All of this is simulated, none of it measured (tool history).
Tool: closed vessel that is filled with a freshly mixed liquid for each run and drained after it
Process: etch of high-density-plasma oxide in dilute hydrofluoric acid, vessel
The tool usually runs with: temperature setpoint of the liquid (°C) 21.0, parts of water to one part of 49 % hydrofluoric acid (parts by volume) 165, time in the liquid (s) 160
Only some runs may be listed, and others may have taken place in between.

run,hour,temperature setpoint of the liquid (°C),parts of water to one part of 49 % hydrofluoric acid (parts by volume),time in the liquid (s),"read-back film thickness of the high-density-plasma oxide reference wafer, read on the same gauge (nm)",thickness taken off the high-density-plasma oxide on a monitor wafer (nm)
1,0.0,21.0,165,160,90.004,4.987
2,105.4,21.0,165,160,90.005,4.959
3,196.2,21.0,165,140,89.998,4.326
# hour 285.3: hydrofluoric acid flow meter replaced
4,308.2,21.0,165,140,89.995,4.397
5,362.8,21.0,165,140,89.990,4.393
6,462.3,19.5,165,160,89.992,4.755
7,503.9,19.5,165,160,90.000,4.739
8,581.1,21.0,165,160,89.984,5.052
9,662.4,21.0,165,160,90.005,5.057
10,754.0,21.0,165,160,90.012,5.039
11,792.4,21.0,165,160,90.005,5.027
12,841.6,21.0,165,160,89.990,5.033
13,919.3,23.0,245,195,90.015,4.059
# hour 934.9: hydrofluoric acid flow meter replaced
# hour 1135.2: thermometer replaced
14,1177.5,17.0,165,75,89.990,1.913
15,1274.4,17.0,165,75,89.997,1.903
16,1333.7,22.5,165,160,90.025,5.071
17,1442.8,19.5,100,185,89.989,9.346
# hour 1505.0: hydrofluoric acid flow meter replaced
18,1521.8,24.0,165,185,90.018,6.352
19,1607.9,17.0,220,205,89.987,3.788
20,1679.3,21.0,165,160,90.002,4.911
21,1751.9,21.0,130,160,90.008,6.440
# hour 1765.7: gauge calibrated
22,1838.9,25.5,190,215,90.013,6.522
23,1894.4,21.0,165,160,90.008,4.889
24,1960.3,19.5,165,160,90.006,4.600
# hour 2015.0: hydrofluoric acid flow meter replaced
25,2032.7,24.5,95,75,90.037,5.026
26,2115.3,23.0,235,105,89.964,2.266
27,2209.9,19.5,140,185,89.996,6.500
28,2270.5,21.0,165,185,90.004,5.702
29,2374.3,21.0,125,250,89.994,10.590
30,2419.9,21.0,165,160,90.017,4.944
31,2506.3,24.0,230,80,90.032,1.824

The tool's hidden state at each run:
gauge reads high (%): 0 at every run
H1: liquid hotter than its thermometer reads (K)
H2: hydrofluoric acid flow below the setpoint (%)
run,H1,H2
1,1.02,1.06
2,1.12,1.49
3,1.21,1.86
4,1.31,0.454
5,1.36,0.677
6,1.46,1.08
7,1.5,1.25
8,1.57,1.57
9,1.65,1.9
10,1.73,2.27
11,1.77,2.43
12,1.82,2.63
13,1.89,2.95
14,0.178,1.04
15,0.269,1.43
16,0.325,1.68
17,0.428,2.12
18,0.503,0.48
19,0.584,0.832
20,0.651,1.12
21,0.72,1.42
22,0.802,1.78
23,0.854,2
24,0.917,2.27
25,0.985,0.937
26,1.06,1.27
27,1.15,1.66
28,1.21,1.91
29,1.31,2.33
30,1.35,2.52
31,1.43,2.87

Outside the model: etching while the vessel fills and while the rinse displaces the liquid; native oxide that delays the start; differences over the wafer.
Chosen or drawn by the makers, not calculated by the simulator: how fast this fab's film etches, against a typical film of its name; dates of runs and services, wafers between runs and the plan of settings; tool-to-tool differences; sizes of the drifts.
